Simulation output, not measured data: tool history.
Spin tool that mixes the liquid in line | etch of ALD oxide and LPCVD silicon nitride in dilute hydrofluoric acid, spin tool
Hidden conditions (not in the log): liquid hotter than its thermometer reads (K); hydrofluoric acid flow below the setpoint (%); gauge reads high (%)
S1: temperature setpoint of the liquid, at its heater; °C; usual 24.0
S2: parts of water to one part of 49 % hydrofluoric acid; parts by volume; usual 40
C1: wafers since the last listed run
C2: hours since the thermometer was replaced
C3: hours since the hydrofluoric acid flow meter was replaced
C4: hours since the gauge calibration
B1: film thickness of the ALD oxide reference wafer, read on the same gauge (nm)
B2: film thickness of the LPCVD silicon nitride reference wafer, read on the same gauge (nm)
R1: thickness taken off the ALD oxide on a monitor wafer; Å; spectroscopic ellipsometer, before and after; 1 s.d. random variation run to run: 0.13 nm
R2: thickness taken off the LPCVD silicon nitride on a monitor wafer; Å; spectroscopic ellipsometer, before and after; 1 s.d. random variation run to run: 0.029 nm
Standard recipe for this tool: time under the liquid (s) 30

Run 1, hour 0.0: usual settings; C1 0; C2 165.8; C3 527.1; C4 1960.7; B1 49.98; B2 130.019. Result: R1 259.3 Å, R2 3.37 Å.
Run 2, hour 102.6: usual settings but S2 50 parts by volume, time under the liquid (s) 25; C1 1089; C2 268.4; C3 629.7; C4 2063.3; B1 50.07; B2 130.001. Result: R1 169.5 Å, R2 1.95 Å.
Run 3, hour 168.3: usual settings but time under the liquid (s) 35; C1 697; C2 334.1; C3 695.4; C4 2129.0; B1 49.98; B2 129.975. Result: R1 300.7 Å, R2 3.51 Å.
Run 4, hour 216.7: usual settings but S1 28.5 °C; C1 514; C2 382.5; C3 743.8; C4 2177.4; B1 49.93; B2 129.973. Result: R1 311.5 Å, R2 4.66 Å.
Run 5, hour 289.4: usual settings but S1 26.0 °C, time under the liquid (s) 35; C1 772; C2 455.2; C3 816.5; C4 2250.1; B1 50.07; B2 129.991. Result: R1 327.0 Å, R2 3.88 Å.
Run 6, hour 460.6: usual settings but S1 28.5 °C, S2 25 parts by volume, time under the liquid (s) 50; C1 1818; C2 626.4; C3 987.7; C4 2421.3; B1 50.00; B2 130.036. Result: R1 839.8 Å, R2 10.69 Å.
Run 7, hour 566.9: usual settings but time under the liquid (s) 15; C1 1129; C2 732.7; C3 1094.0; C4 2527.6; B1 49.97; B2 129.983. Result: R1 129.6 Å, R2 1.65 Å.
Run 8, hour 672.6: usual settings but S1 25.5 °C, S2 60 parts by volume; C1 1122; C2 838.4; C3 1199.7; C4 2633.3; B1 50.04; B2 130.032. Result: R1 176.1 Å, R2 2.16 Å.
Run 9, hour 732.6: usual settings but S1 21.5 °C; C1 637; C2 898.4; C3 1259.7; C4 2693.3; B1 49.97; B2 129.970. Result: R1 230.7 Å, R2 2.64 Å.
At hour 737.0: gauge calibrated.
Run 10, hour 771.6: usual settings but S1 19.5 °C, S2 45 parts by volume, time under the liquid (s) 15; C1 414; C2 937.4; C3 1298.7; C4 34.6; B1 50.00; B2 130.017. Result: R1 93.3 Å, R2 1.14 Å.
Run 11, hour 835.5: usual settings; C1 678; C2 1001.3; C3 1362.6; C4 98.5; B1 49.93; B2 129.993. Result: R1 255.2 Å, R2 3.31 Å.
At hour 854.0: thermometer replaced.
Run 12, hour 934.1: usual settings but S1 19.5 °C, S2 30 parts by volume, time under the liquid (s) 45; C1 1036; C2 80.1; C3 1461.2; C4 197.1; B1 49.96; B2 129.995. Result: R1 424.7 Å, R2 4.08 Å.
Run 13, hour 1049.2: usual settings; C1 1222; C2 195.2; C3 1576.3; C4 312.2; B1 50.03; B2 129.949. Result: R1 254.1 Å, R2 3.46 Å.
Run 14, hour 1100.6: usual settings but S2 30 parts by volume, time under the liquid (s) 40; C1 545; C2 246.6; C3 1627.7; C4 363.6; B1 50.02; B2 129.977. Result: R1 455.7 Å, R2 5.29 Å.
Run 15, hour 1177.1: usual settings but S1 21.5 °C, S2 55 parts by volume; C1 812; C2 323.1; C3 1704.2; C4 440.1; B1 49.96; B2 129.978. Result: R1 161.5 Å, R2 1.92 Å.
Run 16, hour 1251.5: usual settings; C1 790; C2 397.5; C3 1778.6; C4 514.5; B1 50.01; B2 129.989. Result: R1 254.4 Å, R2 3.03 Å.
Run 17, hour 1318.2: usual settings but S1 28.0 °C, S2 60 parts by volume, time under the liquid (s) 50; C1 708; C2 464.2; C3 1845.3; C4 581.2; B1 49.99; B2 129.970. Result: R1 317.6 Å, R2 5.02 Å.
Run 18, hour 1390.5: usual settings; C1 767; C2 536.5; C3 1917.6; C4 653.5; B1 50.02; B2 130.017. Result: R1 249.8 Å, R2 2.87 Å.
At hour 1472.2: hydrofluoric acid flow meter replaced.
Run 19, hour 1493.0: usual settings but S1 25.5 °C, time under the liquid (s) 35; C1 1078; C2 639.0; C3 20.8; C4 756.0; B1 49.97; B2 130.027. Result: R1 326.4 Å, R2 4.59 Å.
Run 20, hour 1585.0: usual settings but S2 50 parts by volume; C1 977; C2 731.0; C3 112.8; C4 848.0; B1 50.01; B2 129.981. Result: R1 206.2 Å, R2 2.66 Å.
Run 21, hour 1667.1: usual settings; C1 872; C2 813.1; C3 194.9; C4 930.1; B1 50.04; B2 129.999. Result: R1 260.8 Å, R2 3.28 Å.
Run 22, hour 1749.6: usual settings but S1 26.5 °C; C1 876; C2 895.6; C3 277.4; C4 1012.6; B1 50.05; B2 129.965. Result: R1 286.7 Å, R2 3.94 Å.
Run 23, hour 1814.1: usual settings but S1 19.5 °C, S2 55 parts by volume, time under the liquid (s) 40; C1 685; C2 960.1; C3 341.9; C4 1077.1; B1 49.99; B2 129.997. Result: R1 204.0 Å, R2 2.52 Å.
Run 24, hour 1913.6: usual settings but S1 20.0 °C, S2 60 parts by volume, time under the liquid (s) 20; C1 1056; C2 1059.6; C3 441.4; C4 1176.6; B1 49.97; B2 130.001. Result: R1 95.1 Å, R2 0.99 Å.
Run 25, hour 1978.0: usual settings but S1 28.0 °C, S2 45 parts by volume; C1 684; C2 1124.0; C3 505.8; C4 1241.0; B1 50.00; B2 129.973. Result: R1 269.9 Å, R2 3.58 Å.

How would selected steps in R1 from run to run divide? Give the signed amount a tool lacking its hidden state would still show from settings, what came in and random variation, and the signed amount left for the hidden state, including any gauge scatter that is not in both of the compared results.
Run 5 -> 6: S1 26.0 -> 28.5, S2 40 -> 25, time under the liquid (s) 35 -> 50. R1 +512.8 Å: hidden state -16.2, all else +529.0.
Run 6 -> 7: S1 28.5 -> 24.0, S2 25 -> 40, time under the liquid (s) 50 -> 15. R1 -710.2 Å: hidden state +20.0, all else -730.2.
